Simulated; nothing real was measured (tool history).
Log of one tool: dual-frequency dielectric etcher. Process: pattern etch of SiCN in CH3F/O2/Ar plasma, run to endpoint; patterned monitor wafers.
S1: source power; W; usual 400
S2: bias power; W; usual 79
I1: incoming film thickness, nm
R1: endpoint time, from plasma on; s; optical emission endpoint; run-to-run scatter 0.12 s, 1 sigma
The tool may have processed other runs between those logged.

run	hour	S1	S2	I1	R1
1	0	430	71	9.17	24.2
2	105.3	430	71	9.05	24.5
3	180.6	350	92	9.15	24.7
4	241.2	350	92	9.12	24.8
5	316.4	350	92	9.14	25
# hour 524.7: wet clean of the chamber
6	525.2	360	91	9.1	23.6
7	830	400	79	9.11	24.4
8	872.4	360	65	9.19	28.7
9	935.5	400	79	9.15	24.4
10	989.5	400	79	9.07	24.5
11	1067.6	400	79	9.23	25.2
12	1110.2	400	79	9.12	24.8
# hour 1170.6: upper electrode replaced
# hour 1170.9: wet clean of the chamber
13	1207.2	400	79	9.07	23.3
14	1252.9	400	79	9.12	23.6
15	1349.1	400	79	9.12	23.9
16	1503.7	400	79	9.18	24.3
17	1593.8	480	79	9.07	21.5
18	1644.1	450	94	9.02	20.8
19	1694.3	360	73	9.11	27.2
# hour 1817.1: wet clean of the chamber
20	1817.6	470	98	9.11	19.2
# hour 1840.8: source power generator calibrated
21	1855.5	400	79	9	23.2
22	1900.8	400	98	9.12	21
23	1968	500	92	9.04	19
24	2012.6	430	63	9.07	25.2
# hour 2058.4: bias power generator calibrated
25	2125.9	400	79	9.12	24
26	2227	460	63	9.15	25
27	2263.3	320	79	9.02	27.7
28	2327.3	430	63	9.08	26
# hour 2374: wet clean of the chamber
29	2418.2	480	85	9.13	20.4
30	2484	320	61	9.05	30.6
31	2539	480	79	9.13	21.6
32	2631.5	430	60	9.03	26
33	2689.1	400	92	9.05	22.2
34	2744.7	430	91	9.08	21.6

Hidden state, per run?
source power that arrives over what is set, %: 0 on each run
bias power that arrives over what is set, %: 0 on each run
H1: etch rate over this chamber's usual, %
run	H1
1	-1.76
2	-2.54
3	-3.09
4	-3.53
5	-4.09
6	-0.365
7	-2.6
8	-2.91
9	-3.38
10	-3.77
11	-4.35
12	-4.66
13	0.198
14	-0.138
15	-0.844
16	-1.98
17	-2.64
18	-3.01
19	-3.38
20	0.973
21	0.695
22	0.362
23	-0.131
24	-0.458
25	-1.29
26	-2.03
27	-2.3
28	-2.77
29	0.298
30	-0.185
31	-0.589
32	-1.27
33	-1.69
34	-2.1
